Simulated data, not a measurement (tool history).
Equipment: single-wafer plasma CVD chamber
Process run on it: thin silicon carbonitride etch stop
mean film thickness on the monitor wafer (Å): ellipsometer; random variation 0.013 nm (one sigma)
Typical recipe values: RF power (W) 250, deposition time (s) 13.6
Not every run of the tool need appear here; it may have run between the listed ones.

run,hour,RF power (W),deposition time (s),wafers since the last listed run,hours since the last thermocouple change,hours since the last RF generator calibration,hours since the showerhead was replaced,hours since the gauge calibration,"read-back reference wafer on the same gauge, thickness_nm",mean film thickness on the monitor wafer (Å)
1,0.0,250,13.6,0,851.2,2194.7,6194.2,137.8,9.390,87.79
2,17.0,235,13.6,538,868.2,2211.7,6211.2,154.8,9.391,86.67
3,45.4,235,13.6,900,896.6,2240.1,6239.6,183.2,9.391,86.73
4,58.0,235,13.6,399,909.2,2252.7,6252.2,195.8,9.390,86.75
5,70.7,285,13.6,402,921.9,2265.4,6264.9,208.5,9.393,90.66
# hour 80.2: thermocouple changed; heater temperature recalibrated
# hour 175.9: RF generator calibrated
6,176.4,250,13.6,2843,96.2,0.5,6370.6,314.2,9.388,89.42
7,204.4,265,12.3,887,124.2,28.5,6398.6,342.2,9.388,81.84
8,234.9,265,12.3,966,154.7,59.0,6429.1,372.7,9.392,81.91
9,247.7,265,12.3,405,167.5,71.8,6441.9,385.5,9.387,81.82
10,283.6,250,12.8,1137,203.4,107.7,6477.8,421.4,9.391,84.21
11,301.7,250,12.8,573,221.5,125.8,6495.9,439.5,9.392,84.16
12,335.4,250,13.6,1068,255.2,159.5,6529.6,473.2,9.390,89.09
13,350.0,250,13.6,462,269.8,174.1,6544.2,487.8,9.390,89.11
14,385.8,215,14.3,1134,305.6,209.9,6580.0,523.6,9.392,90.43
15,416.6,275,13.6,976,336.4,240.7,6610.8,554.4,9.389,91.03
16,432.4,225,11.4,500,352.2,256.5,6626.6,570.2,9.391,72.81
17,453.3,275,14.7,662,373.1,277.4,6647.5,591.1,9.390,98.60
# hour 481.7: showerhead replaced
18,482.2,250,13.6,662,402.0,306.3,0.5,620.0,9.388,89.37
19,509.0,250,13.6,849,428.8,333.1,27.3,646.8,9.393,89.16
20,521.2,235,15.7,386,441.0,345.3,39.5,659.0,9.389,101.46
21,540.2,280,15.4,602,460.0,364.3,58.5,678.0,9.389,103.31
22,563.2,220,12.2,729,483.0,387.3,81.5,701.0,9.390,77.58
# hour 572.0: gauge calibrated
23,580.7,250,13.6,554,500.5,404.8,99.0,8.7,9.391,88.86
24,613.6,205,12.4,1042,533.4,437.7,131.9,41.6,9.391,77.49
25,635.1,235,13.6,681,554.9,459.2,153.4,63.1,9.389,87.73
26,669.1,215,12.7,1077,588.9,493.2,187.4,97.1,9.389,79.97
27,682.1,285,10.9,412,601.9,506.2,200.4,110.1,9.390,73.67
28,709.3,210,14.5,862,629.1,533.4,227.6,137.3,9.391,91.08
29,724.2,250,13.6,472,644.0,548.3,242.5,152.2,9.391,88.94
30,744.6,220,15.4,646,664.4,568.7,262.9,172.6,9.390,97.61
31,780.2,295,13.6,1128,700.0,604.3,298.5,208.2,9.392,92.26
32,797.7,270,11.6,554,717.5,621.8,316.0,225.7,9.391,77.16
33,824.9,280,11.0,862,744.7,649.0,343.2,252.9,9.389,73.92
34,853.8,250,13.6,916,773.6,677.9,372.1,281.8,9.391,88.95
35,882.3,200,15.2,903,802.1,706.4,400.6,310.3,9.390,94.46
36,902.8,250,13.6,649,822.6,726.9,421.1,330.8,9.388,88.83

Predict each of these 4 candidate next runs independently; none follows another, all start after run 36:
A,903.2,250,13.6,12,823.0,727.3,421.5,331.2,?,?
B,903.2,210,13.6,12,823.0,727.3,421.5,331.2,?,?
C,903.2,290,15.5,12,823.0,727.3,421.5,331.2,?,?
D,903.2,210,15.5,12,823.0,727.3,421.5,331.2,?,?

run,"read-back reference wafer on the same gauge, thickness_nm",mean film thickness on the monitor wafer (Å)
A,9.391,88.89
B,9.391,85.43
C,9.391,104.92
D,9.391,97.36
The same runs, with their run-to-run variation unchanged, on a tool lacking any hidden condition would have given:
run,mean film thickness on the monitor wafer (Å)
A,89.59
B,86.11
C,105.75
D,98.14

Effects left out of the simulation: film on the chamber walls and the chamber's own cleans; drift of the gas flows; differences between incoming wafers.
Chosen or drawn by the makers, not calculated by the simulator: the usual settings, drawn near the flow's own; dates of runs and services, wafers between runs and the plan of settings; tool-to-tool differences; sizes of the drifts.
